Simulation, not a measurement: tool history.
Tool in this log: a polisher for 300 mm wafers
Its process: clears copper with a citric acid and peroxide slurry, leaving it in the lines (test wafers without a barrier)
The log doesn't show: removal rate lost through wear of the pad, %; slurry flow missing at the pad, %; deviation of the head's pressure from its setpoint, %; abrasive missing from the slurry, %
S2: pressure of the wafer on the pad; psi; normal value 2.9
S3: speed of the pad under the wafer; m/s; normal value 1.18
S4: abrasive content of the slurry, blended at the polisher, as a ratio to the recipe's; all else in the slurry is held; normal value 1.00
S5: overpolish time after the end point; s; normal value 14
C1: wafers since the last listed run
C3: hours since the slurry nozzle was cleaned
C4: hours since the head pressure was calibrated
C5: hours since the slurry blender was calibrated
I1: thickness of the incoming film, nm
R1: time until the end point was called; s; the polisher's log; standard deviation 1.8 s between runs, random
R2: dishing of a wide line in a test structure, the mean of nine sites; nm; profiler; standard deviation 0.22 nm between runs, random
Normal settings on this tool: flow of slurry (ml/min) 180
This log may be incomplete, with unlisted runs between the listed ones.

{"run": 1, "hour": 0.0, "flow of slurry (ml/min)": 180, "S2": 2.9, "S3": 1.18, "S4": 1.0, "S5": 14, "C1": 0, "wafers polished on this pad": 1724, "C3": 570.8, "C4": 770.5, "C5": 128.2, "I1": 296.4, "R1": 123.7, "R2": 23.7}
{"hour": 16.0, "done": "worn pad replaced by a new one"}
{"run": 2, "hour": 16.5, "flow of slurry (ml/min)": 180, "S2": 2.9, "S3": 1.32, "S4": 1.0, "S5": 14, "C1": 80, "wafers polished on this pad": 3, "C3": 587.3, "C4": 787.0, "C5": 144.7, "I1": 290.5, "R1": 106.3, "R2": 25.5}
{"hour": 57.8, "done": "head pressure recalibrated"}
{"hour": 113.2, "done": "slurry blender recalibrated"}
{"run": 3, "hour": 117.4, "flow of slurry (ml/min)": 180, "S2": 2.9, "S3": 1.18, "S4": 1.0, "S5": 14, "C1": 620, "wafers polished on this pad": 623, "C3": 688.2, "C4": 59.6, "C5": 4.2, "I1": 289.9, "R1": 135.8, "R2": 21.6}
{"run": 4, "hour": 153.1, "flow of slurry (ml/min)": 205, "S2": 2.9, "S3": 1.18, "S4": 1.0, "S5": 14, "C1": 228, "wafers polished on this pad": 852, "C3": 723.9, "C4": 95.3, "C5": 39.9, "I1": 296.6, "R1": 132.6, "R2": 21.9}
{"run": 5, "hour": 180.9, "flow of slurry (ml/min)": 180, "S2": 2.9, "S3": 1.18, "S4": 1.0, "S5": 14, "C1": 177, "wafers polished on this pad": 1030, "C3": 751.7, "C4": 123.1, "C5": 67.7, "I1": 292.4, "R1": 131.0, "R2": 21.9}
{"run": 6, "hour": 195.2, "flow of slurry (ml/min)": 145, "S2": 2.9, "S3": 1.18, "S4": 1.0, "S5": 6, "C1": 91, "wafers polished on this pad": 1121, "C3": 766.0, "C4": 137.4, "C5": 82.0, "I1": 298.8, "R1": 140.4, "R2": 9.5}
{"run": 7, "hour": 221.8, "flow of slurry (ml/min)": 180, "S2": 2.9, "S3": 1.18, "S4": 0.75, "S5": 21, "C1": 170, "wafers polished on this pad": 1291, "C3": 792.6, "C4": 164.0, "C5": 108.6, "I1": 298.6, "R1": 146.0, "R2": 29.2}
{"hour": 236.4, "done": "worn pad replaced by a new one, of another model than before"}
{"run": 8, "hour": 238.1, "flow of slurry (ml/min)": 180, "S2": 2.9, "S3": 1.18, "S4": 1.0, "S5": 7, "C1": 78, "wafers polished on this pad": 11, "C3": 808.9, "C4": 180.3, "C5": 124.9, "I1": 296.2, "R1": 131.6, "R2": 11.7}
{"run": 9, "hour": 257.5, "flow of slurry (ml/min)": 140, "S2": 2.9, "S3": 1.18, "S4": 1.0, "S5": 18, "C1": 124, "wafers polished on this pad": 135, "C3": 828.3, "C4": 199.7, "C5": 144.3, "I1": 298.3, "R1": 144.4, "R2": 25.6}
{"run": 10, "hour": 287.5, "flow of slurry (ml/min)": 180, "S2": 2.9, "S3": 1.18, "S4": 1.0, "S5": 14, "C1": 192, "wafers polished on this pad": 327, "C3": 858.3, "C4": 229.7, "C5": 174.3, "I1": 297.0, "R1": 134.6, "R2": 21.9}
{"run": 11, "hour": 322.6, "flow of slurry (ml/min)": 180, "S2": 2.9, "S3": 1.18, "S4": 1.0, "S5": 19, "C1": 224, "wafers polished on this pad": 551, "C3": 893.4, "C4": 264.8, "C5": 209.4, "I1": 290.8, "R1": 130.2, "R2": 29.2}
{"hour": 345.6, "done": "slurry nozzle cleaned"}
{"hour": 356.8, "done": "slurry blender recalibrated"}
{"run": 12, "hour": 357.3, "flow of slurry (ml/min)": 180, "S2": 2.9, "S3": 1.18, "S4": 1.0, "S5": 14, "C1": 202, "wafers polished on this pad": 754, "C3": 11.7, "C4": 299.5, "C5": 0.5, "I1": 292.7, "R1": 130.7, "R2": 22.0}
{"run": 13, "hour": 380.6, "flow of slurry (ml/min)": 180, "S2": 2.9, "S3": 1.18, "S4": 1.0, "S5": 14, "C1": 149, "wafers polished on this pad": 904, "C3": 35.0, "C4": 322.8, "C5": 23.8, "I1": 294.8, "R1": 130.2, "R2": 22.1}
{"run": 14, "hour": 413.8, "flow of slurry (ml/min)": 235, "S2": 2.9, "S3": 1.18, "S4": 1.0, "S5": 7, "C1": 212, "wafers polished on this pad": 1116, "C3": 68.2, "C4": 356.0, "C5": 57.0, "I1": 296.2, "R1": 124.8, "R2": 12.3}
{"run": 15, "hour": 432.0, "flow of slurry (ml/min)": 180, "S2": 2.9, "S3": 1.18, "S4": 1.0, "S5": 14, "C1": 116, "wafers polished on this pad": 1233, "C3": 86.4, "C4": 374.2, "C5": 75.2, "I1": 293.4, "R1": 130.3, "R2": 22.1}
{"run": 16, "hour": 453.3, "flow of slurry (ml/min)": 180, "S2": 2.9, "S3": 0.8, "S4": 1.0, "S5": 14, "C1": 136, "wafers polished on this pad": 1369, "C3": 107.7, "C4": 395.5, "C5": 96.5, "I1": 300.3, "R1": 166.2, "R2": 18.4}
{"run": 17, "hour": 470.1, "flow of slurry (ml/min)": 180, "S2": 2.9, "S3": 1.18, "S4": 1.0, "S5": 14, "C1": 107, "wafers polished on this pad": 1476, "C3": 124.5, "C4": 412.3, "C5": 113.3, "I1": 289.9, "R1": 128.0, "R2": 22.1}
{"run": 18, "hour": 493.3, "flow of slurry (ml/min)": 135, "S2": 2.4, "S3": 0.9, "S4": 1.0, "S5": 12, "C1": 148, "wafers polished on this pad": 1625, "C3": 147.7, "C4": 435.5, "C5": 136.5, "I1": 300.4, "R1": 196.3, "R2": 13.6}
{"hour": 505.4, "done": "worn pad replaced by a new one"}
{"run": 19, "hour": 513.3, "flow of slurry (ml/min)": 180, "S2": 3.8, "S3": 1.18, "S4": 1.0, "S5": 14, "C1": 102, "wafers polished on this pad": 50, "C3": 167.7, "C4": 455.5, "C5": 156.5, "I1": 296.1, "R1": 109.1, "R2": 26.4}
{"run": 20, "hour": 540.1, "flow of slurry (ml/min)": 210, "S2": 3.8, "S3": 0.86, "S4": 1.0, "S5": 14, "C1": 171, "wafers polished on this pad": 222, "C3": 194.5, "C4": 482.3, "C5": 183.3, "I1": 295.4, "R1": 122.2, "R2": 23.7}
{"run": 21, "hour": 572.1, "flow of slurry (ml/min)": 180, "S2": 2.9, "S3": 1.56, "S4": 0.7, "S5": 14, "C1": 204, "wafers polished on this pad": 427, "C3": 226.5, "C4": 514.3, "C5": 215.3, "I1": 300.6, "R1": 124.0, "R2": 23.6}
{"hour": 576.5, "done": "slurry blender recalibrated"}
{"run": 22, "hour": 589.5, "flow of slurry (ml/min)": 180, "S2": 2.9, "S3": 1.32, "S4": 1.0, "S5": 14, "C1": 98, "wafers polished on this pad": 525, "C3": 243.9, "C4": 531.7, "C5": 13.0, "I1": 295.3, "R1": 123.0, "R2": 23.8}
{"run": 23, "hour": 609.5, "flow of slurry (ml/min)": 180, "S2": 2.9, "S3": 1.18, "S4": 1.0, "S5": 14, "C1": 128, "wafers polished on this pad": 653, "C3": 263.9, "C4": 551.7, "C5": 33.0, "I1": 294.5, "R1": 128.5, "R2": 22.0}
{"run": 24, "hour": 636.3, "flow of slurry (ml/min)": 180, "S2": 2.9, "S3": 1.18, "S4": 1.0, "S5": 9, "C1": 171, "wafers polished on this pad": 825, "C3": 290.7, "C4": 578.5, "C5": 59.8, "I1": 297.5, "R1": 129.0, "R2": 14.9}
{"run": 25, "hour": 664.7, "flow of slurry (ml/min)": 215, "S2": 3.4, "S3": 0.86, "S4": 0.75, "S5": 14, "C1": 181, "wafers polished on this pad": 1007, "C3": 319.1, "C4": 606.9, "C5": 88.2, "I1": 291.8, "R1": 143.4, "R2": 20.3}
{"run": 26, "hour": 680.7, "flow of slurry (ml/min)": 180, "S2": 2.9, "S3": 0.94, "S4": 1.0, "S5": 14, "C1": 102, "wafers polished on this pad": 1109, "C3": 335.1, "C4": 622.9, "C5": 104.2, "I1": 300.7, "R1": 150.2, "R2": 19.7}
{"run": 27, "hour": 715.0, "flow of slurry (ml/min)": 180, "S2": 3.8, "S3": 0.92, "S4": 0.85, "S5": 14, "C1": 219, "wafers polished on this pad": 1329, "C3": 369.4, "C4": 657.2, "C5": 138.5, "I1": 294.2, "R1": 129.1, "R2": 22.6}

Entry by entry between the runs, the difference in hidden state between the last listed run before and the first listed run after:
Between runs 1 and 2: worn pad replaced by a new one (hour 16.0)
  no difference in the tool's unlogged condition between these two runs
  measured value less the no-hidden-state value, R1: -13.6 -> -11.7 s; R2: +2.2 -> +2.3 nm
Between runs 2 and 3: head pressure recalibrated (hour 57.8); slurry blender recalibrated (hour 113.2)
  deviation of the head's pressure from its setpoint, %: 11.2 -> 0.56
  measured value less the no-hidden-state value, R1: -11.7 -> -0.8 s; R2: +2.3 -> +0.1 nm
Between runs 7 and 8: worn pad replaced by a new one, of another model than before (hour 236.4)
  deviation of the head's pressure from its setpoint, %: 3.34 -> 3.69
  measured value less the no-hidden-state value, R1: -4.8 -> -3.3 s; R2: +0.8 -> +0.3 nm
Between runs 11 and 12: slurry nozzle cleaned (hour 345.6); slurry blender recalibrated (hour 356.8)
  deviation of the head's pressure from its setpoint, %: 5.16 -> 5.64
  measured value less the no-hidden-state value, R1: -4.6 -> -5.0 s; R2: +0.9 -> +0.8 nm
Between runs 18 and 19: worn pad replaced by a new one (hour 505.4)
  deviation of the head's pressure from its setpoint, %: 7.02 -> 7.17
  measured value less the no-hidden-state value, R1: -9.3 -> -5.4 s; R2: +0.6 -> +1.1 nm
Between runs 21 and 22: slurry blender recalibrated (hour 576.5)
  deviation of the head's pressure from its setpoint, %: 7.55 -> 7.65
  measured value less the no-hidden-state value, R1: -6.4 -> -6.4 s; R2: +1.1 -> +1.1 nm

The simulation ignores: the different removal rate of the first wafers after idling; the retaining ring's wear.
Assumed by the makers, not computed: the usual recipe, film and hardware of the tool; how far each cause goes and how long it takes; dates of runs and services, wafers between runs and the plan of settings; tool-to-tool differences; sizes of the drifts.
